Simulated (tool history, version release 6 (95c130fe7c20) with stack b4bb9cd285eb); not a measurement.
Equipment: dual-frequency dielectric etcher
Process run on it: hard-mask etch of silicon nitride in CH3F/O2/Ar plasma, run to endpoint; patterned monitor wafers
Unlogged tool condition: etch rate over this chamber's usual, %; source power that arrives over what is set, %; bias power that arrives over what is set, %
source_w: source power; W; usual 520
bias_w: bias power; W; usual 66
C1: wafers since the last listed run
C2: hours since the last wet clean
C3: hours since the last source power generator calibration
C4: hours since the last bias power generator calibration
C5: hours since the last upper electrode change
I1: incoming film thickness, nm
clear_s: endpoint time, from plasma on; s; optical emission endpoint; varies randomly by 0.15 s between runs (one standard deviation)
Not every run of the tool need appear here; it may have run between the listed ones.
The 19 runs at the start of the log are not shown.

Run 20, hour 525.1: usual settings but source_w 610 W, bias_w 54 W; C1 262; C2 90.1; C3 127.6; C4 146.2; C5 171; I1 38.59. Result: clear_s 47.9 s.
Run 21, hour 557.4: usual settings but source_w 560 W, bias_w 57 W; C1 257; C2 122.4; C3 159.9; C4 178.5; C5 203.3; I1 38.53. Result: clear_s 48.5 s.
Run 22, hour 580.1: usual settings; C1 180; C2 145.1; C3 182.6; C4 201.2; C5 226; I1 38.28. Result: clear_s 45.5 s.
Run 23, hour 613.2: usual settings; C1 263; C2 178.2; C3 215.7; C4 234.3; C5 259.1; I1 38.43. Result: clear_s 45.8 s.
Run 24, hour 634: usual settings but source_w 460 W; C1 165; C2 199; C3 236.5; C4 255.1; C5 279.9; I1 38.75. Result: clear_s 47.8 s.
Run 25, hour 647.8: usual settings but source_w 600 W, bias_w 61 W; C1 109; C2 212.8; C3 250.3; C4 268.9; C5 293.7; I1 38.49. Result: clear_s 45.1 s.
Run 26, hour 678.3: usual settings but bias_w 54 W; C1 242; C2 243.3; C3 280.8; C4 299.4; C5 324.2; I1 38.85. Result: clear_s 50.7 s.
Run 27, hour 701.4: usual settings but bias_w 73 W; C1 183; C2 266.4; C3 303.9; C4 322.5; C5 347.3; I1 38.84. Result: clear_s 43.7 s.
Run 28, hour 721.4: usual settings but bias_w 52 W; C1 159; C2 286.4; C3 323.9; C4 342.5; C5 367.3; I1 38.37. Result: clear_s 50.8 s.
Run 29, hour 739.4: usual settings but source_w 640 W, bias_w 71 W; C1 143; C2 304.4; C3 341.9; C4 360.5; C5 385.3; I1 38.72. Result: clear_s 40.8 s.
At hour 782.8: wet clean of the chamber.
Run 30, hour 783.3: usual settings but source_w 420 W; C1 158; C2 0.5; C3 385.8; C4 404.4; C5 429.2; I1 38.89. Result: clear_s 49.8 s.

Forecast each of these 3 alternatives for the next run:
Run A, hour 783.7: usual settings; C1 3; C2 0.9; C3 386.2; C4 404.8; C5 429.6; I1 38.75. Result: clear_s ?.
Run B, hour 783.7: usual settings but source_w 550 W, bias_w 53 W; C1 3; C2 0.9; C3 386.2; C4 404.8; C5 429.6; I1 38.75. Result: clear_s ?.
Run C, hour 783.7: usual settings but source_w 620 W, bias_w 76 W; C1 3; C2 0.9; C3 386.2; C4 404.8; C5 429.6; I1 38.75. Result: clear_s ?.

run  clear_s
  A     46.3
  B     50.6
  C     40.7
The same runs, with their run-to-run variation unchanged, on a tool lacking any hidden condition would have given:
run  clear_s
  A     46.6
  B       51
  C       41

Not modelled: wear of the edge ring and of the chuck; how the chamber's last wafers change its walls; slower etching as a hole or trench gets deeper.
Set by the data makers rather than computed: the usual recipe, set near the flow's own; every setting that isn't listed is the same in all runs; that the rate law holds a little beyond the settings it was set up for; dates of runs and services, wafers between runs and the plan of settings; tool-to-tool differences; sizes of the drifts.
